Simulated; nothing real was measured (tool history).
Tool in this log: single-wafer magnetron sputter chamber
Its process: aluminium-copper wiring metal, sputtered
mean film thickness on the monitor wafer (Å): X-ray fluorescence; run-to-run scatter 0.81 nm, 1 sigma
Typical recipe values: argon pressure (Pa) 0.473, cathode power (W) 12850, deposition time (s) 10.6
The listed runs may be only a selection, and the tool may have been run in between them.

run	hour	argon pressure (Pa)	cathode power (W)	deposition time (s)	read-back reference wafer on the same gauge, thickness_nm	mean film thickness on the monitor wafer (Å)
1	0	0.473	12850	10.6	285.305	2398.91
2	14.4	0.473	12850	10.6	285.089	2413.52
3	30.5	0.473	12850	10.6	284.89	2416.28
4	41.9	0.473	12850	9.5	284.878	2149.25
5	50.2	0.473	12850	9.5	284.782	2139.84
# hour 75.1: sputter target and shields replaced
6	75.6	0.473	12850	9.5	284.579	2160.23
7	85.5	0.473	12850	10.6	284.8	2407.2
8	102	0.473	12850	10.6	285.05	2414.89
9	116.7	0.473	12850	10.6	284.996	2403.52
10	126.5	0.473	12850	10.6	285.167	2401.37
11	137.8	0.473	12850	10.6	284.811	2389.27
12	146.9	0.473	12850	10.6	285.112	2394.79
# hour 167: capacitance manometer re-zeroed and calibrated
13	167.5	0.473	12850	10.6	285.14	2403.11
14	180	0.473	12850	10.6	285.002	2379.62
# hour 197.6: sputter target and shields replaced
15	197.9	0.473	12850	10.6	284.977	2426.06
# hour 200.5: gauge calibrated
16	211.4	0.473	10900	10.6	284.815	2037.38
17	248.4	0.473	12850	10.6	285.228	2415.68
18	254.8	0.525	14250	11.6	285.037	2827.94
19	270	0.395	10000	11.3	285.189	2076.51
20	278.4	0.399	11250	10.6	285.188	2194.38
21	291.3	0.473	15550	8.5	285.059	2332.41
22	303.2	0.599	14050	9.7	285.01	2231.26
23	309.8	0.541	10250	11.2	284.986	1935.9
24	322	0.473	10850	12.1	284.995	2310.26
25	332.7	0.563	14550	11.4	284.723	2759.43
26	339.2	0.367	15200	10.6	285.005	3017.83
# hour 348.9: sputter target and shields replaced
# hour 356.8: magnet pack replaced
27	357.3	0.473	10600	11.6	284.999	2180.41
28	391.9	0.599	14050	9.7	284.904	2251.98
29	408.3	0.473	12850	10.6	285.311	2410.08
30	425.4	0.473	14700	8.7	284.972	2259.79
31	443.1	0.397	11600	9.3	284.842	1976.93
32	459.2	0.473	10400	10.6	285	1936.58
# hour 478.4: sputter target and shields replaced
33	478.9	0.599	14050	9.7	284.967	2250.92
34	485.5	0.551	15400	10.6	284.903	2790.74

Difference, measured minus no-hidden-state, one row per run. Run-to-run variation is common to both terms; the gauge's own scatter need not be:
Hidden state present: deposition rate above that of a new target (%); true argon pressure above the setpoint (%); gauge reads high (%).
run	mean film thickness on the monitor wafer (Å)
1	-14.27
2	-17.81
3	-21.7
4	-21.75
5	-23.42
6	-4.46
7	-7.31
8	-11.26
9	-14.71
10	-17.03
11	-19.62
12	-21.84
13	-26.85
14	-29.57
15	-1.02
16	-3.55
17	-13.02
18	-17.03
19	-15.63
20	-18.35
21	-22.5
22	-24.18
23	-22.26
24	-29.38
25	-38.06
26	-43.6
27	-2.98
28	-10.74
29	-15.4
30	-18.28
31	-19.48
32	-22.2
33	-3.66
34	-6.35
